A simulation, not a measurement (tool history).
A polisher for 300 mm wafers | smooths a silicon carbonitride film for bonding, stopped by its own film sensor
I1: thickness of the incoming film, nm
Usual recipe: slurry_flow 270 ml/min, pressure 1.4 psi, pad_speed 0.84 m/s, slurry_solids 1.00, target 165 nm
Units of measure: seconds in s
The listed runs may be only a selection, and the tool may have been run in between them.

run 1 hour=0.0 | slurry_flow=270 pressure=1.4 pad_speed=0.84 slurry_solids=1.00 target=165 | I1=182.8 | seconds=133.3
run 2 hour=59.5 | slurry_flow=270 pressure=1.4 pad_speed=0.84 slurry_solids=1.00 target=165 | I1=182.4 | seconds=115.4
run 3 hour=114.8 | slurry_flow=270 pressure=1.4 pad_speed=0.84 slurry_solids=1.00 target=165 | I1=179.8 | seconds=102.1
run 4 hour=172.1 | slurry_flow=270 pressure=1.4 pad_speed=0.84 slurry_solids=1.00 target=165 | I1=178.6 | seconds=95.4
run 5 hour=208.5 | slurry_flow=270 pressure=1.4 pad_speed=0.84 slurry_solids=1.00 target=165 | I1=180.3 | seconds=111.1
run 6 hour=246.7 | slurry_flow=270 pressure=1.4 pad_speed=0.84 slurry_solids=1.00 target=165 | I1=177.6 | seconds=93.4
run 7 hour=452.7 | slurry_flow=270 pressure=1.4 pad_speed=0.84 slurry_solids=1.00 target=165 | I1=179.3 | seconds=101.8
run 8 hour=498.2 | slurry_flow=270 pressure=1.4 pad_speed=0.84 slurry_solids=1.00 target=165 | I1=178.4 | seconds=96.2
run 9 hour=527.9 | slurry_flow=270 pressure=1.4 pad_speed=0.84 slurry_solids=1.00 target=165 | I1=179.1 | seconds=103.5
run 10 hour=566.7 | slurry_flow=270 pressure=1.4 pad_speed=0.84 slurry_solids=1.00 target=165 | I1=177.7 | seconds=87.7
run 11 hour=611.7 | slurry_flow=270 pressure=1.4 pad_speed=0.84 slurry_solids=1.00 target=165 | I1=180.9 | seconds=102.2
run 12 hour=635.8 | slurry_flow=270 pressure=1.4 pad_speed=0.84 slurry_solids=1.00 target=165 | I1=182.7 | seconds=117.7
run 13 hour=703.1 | slurry_flow=270 pressure=1.0 pad_speed=0.84 slurry_solids=1.00 target=165 | I1=179.5 | seconds=138.3
run 14 hour=772.4 | slurry_flow=270 pressure=1.4 pad_speed=0.84 slurry_solids=1.00 target=163 | I1=179.7 | seconds=117.9
run 15 hour=815.2 | slurry_flow=270 pressure=1.0 pad_speed=0.84 slurry_solids=1.00 target=165 | I1=181.4 | seconds=162.8
run 16 hour=866.0 | slurry_flow=270 pressure=1.4 pad_speed=0.84 slurry_solids=1.25 target=161 | I1=183.9 | seconds=151.0
run 17 hour=895.9 | slurry_flow=270 pressure=1.4 pad_speed=0.84 slurry_solids=1.00 target=165 | I1=181.2 | seconds=122.1
run 18 hour=926.0 | slurry_flow=270 pressure=1.4 pad_speed=0.84 slurry_solids=1.00 target=165 | I1=179.1 | seconds=97.6
run 19 hour=963.4 | slurry_flow=270 pressure=1.4 pad_speed=0.84 slurry_solids=0.80 target=162 | I1=182.8 | seconds=147.4
run 20 hour=1020.4 | slurry_flow=270 pressure=1.4 pad_speed=0.72 slurry_solids=1.00 target=165 | I1=183.7 | seconds=140.3
run 21 hour=1075.5 | slurry_flow=270 pressure=1.4 pad_speed=0.84 slurry_solids=1.00 target=165 | I1=177.6 | seconds=86.8
run 22 hour=1127.0 | slurry_flow=270 pressure=1.2 pad_speed=0.84 slurry_solids=1.00 target=165 | I1=181.0 | seconds=132.0
run 23 hour=1174.9 | slurry_flow=270 pressure=1.7 pad_speed=0.66 slurry_solids=0.70 target=162 | I1=182.0 | seconds=183.0
run 24 hour=1229.7 | slurry_flow=300 pressure=1.3 pad_speed=1.00 slurry_solids=1.00 target=167 | I1=179.5 | seconds=88.5
run 25 hour=1277.0 | slurry_flow=195 pressure=1.4 pad_speed=0.84 slurry_solids=0.90 target=165 | I1=178.0 | seconds=109.0
run 26 hour=1337.3 | slurry_flow=270 pressure=1.4 pad_speed=0.84 slurry_solids=1.00 target=165 | I1=181.8 | seconds=123.8
run 27 hour=1383.0 | slurry_flow=270 pressure=1.4 pad_speed=0.84 slurry_solids=1.00 target=165 | I1=181.5 | seconds=111.9
run 28 hour=1418.4 | slurry_flow=270 pressure=1.6 pad_speed=0.84 slurry_solids=1.00 target=165 | I1=181.0 | seconds=95.9
run 29 hour=1450.8 | slurry_flow=270 pressure=1.4 pad_speed=0.64 slurry_solids=1.10 target=169 | I1=179.5 | seconds=86.2

The log once held 14 entries between its listed runs, left out of this copy. Where does each go, and what is different about the tool's unlogged condition between the listed run before it and the listed run after it?
In the gap between runs 1 and 2: slurry blender recalibrated (hour 2.7)
  removal rate lost through wear of the pad, %: 4.78 -> 7.35; abrasive missing from the slurry, %: 24.7 -> 5.5
  the result without the hidden state subtracted from the measured one, seconds: +24.5 -> +11.5 s
In the gap between runs 3 and 4: slurry nozzle cleaned (hour 125.5)
  removal rate lost through wear of the pad, %: 8.79 -> 9.7; abrasive missing from the slurry, %: 8.79 -> 12.2
  the result without the hidden state subtracted from the measured one, seconds: +13.2 -> +14.8 s
In the gap between runs 6 and 7: worn pad replaced by a new one (hour 260.5); slurry blender recalibrated (hour 296.4); slurry nozzle cleaned (hour 445.7)
  removal rate lost through wear of the pad, %: 10.4 -> 9.27; abrasive missing from the slurry, %: 16.6 -> 10.8
  the result without the hidden state subtracted from the measured one, seconds: +17.3 -> +14.7 s
In the gap between runs 9 and 10: worn pad replaced by a new one (hour 551.5)
  removal rate lost through wear of the pad, %: 10.2 -> 2.53; abrasive missing from the slurry, %: 15.3 -> 17.6
  the result without the hidden state subtracted from the measured one, seconds: +18.3 -> +10.5 s
In the gap between runs 10 and 11: slurry blender recalibrated (hour 594.9)
  removal rate lost through wear of the pad, %: 2.53 -> 5.61; abrasive missing from the slurry, %: 17.6 -> 2.28
  the result without the hidden state subtracted from the measured one, seconds: +10.5 -> +6.9 s
In the gap between runs 15 and 16: slurry nozzle cleaned (hour 826.6)
  removal rate lost through wear of the pad, %: 10.9 -> 11.3; abrasive missing from the slurry, %: 14.4 -> 17.4
  the result without the hidden state subtracted from the measured one, seconds: +28.9 -> +28.3 s
In the gap between runs 17 and 18: worn pad replaced by a new one (hour 913.9)
  removal rate lost through wear of the pad, %: 11.4 -> 1.91; abrasive missing from the slurry, %: 19.2 -> 21
  the result without the hidden state subtracted from the measured one, seconds: +25.5 -> +13.1 s
In the gap between runs 18 and 19: slurry blender recalibrated (hour 956.5)
  removal rate lost through wear of the pad, %: 1.91 -> 4.63; abrasive missing from the slurry, %: 21 -> 0.94
  the result without the hidden state subtracted from the measured one, seconds: +13.1 -> +7.6 s
In the gap between runs 20 and 21: head pressure recalibrated (hour 1063.9)
  removal rate lost through wear of the pad, %: 7.37 -> 8.99; abrasive missing from the slurry, %: 4.33 -> 7.61
  the result without the hidden state subtracted from the measured one, seconds: +13.2 -> +10.9 s
In the gap between runs 23 and 24: slurry nozzle cleaned (hour 1181.4)
  removal rate lost through wear of the pad, %: 10.5 -> 10.9; abrasive missing from the slurry, %: 13.5 -> 16.8
  the result without the hidden state subtracted from the measured one, seconds: +33.5 -> +16.9 s
In the gap between runs 25 and 26: worn pad replaced by a new one (hour 1295.7)
  removal rate lost through wear of the pad, %: 11.1 -> 4.1; abrasive missing from the slurry, %: 19.6 -> 23.2
  the result without the hidden state subtracted from the measured one, seconds: +23.3 -> +20.8 s
In the gap between runs 26 and 27: slurry blender recalibrated (hour 1347.1)
  removal rate lost through wear of the pad, %: 4.1 -> 6.57; abrasive missing from the slurry, %: 23.2 -> 6.41
  the result without the hidden state subtracted from the measured one, seconds: +20.8 -> +10.8 s
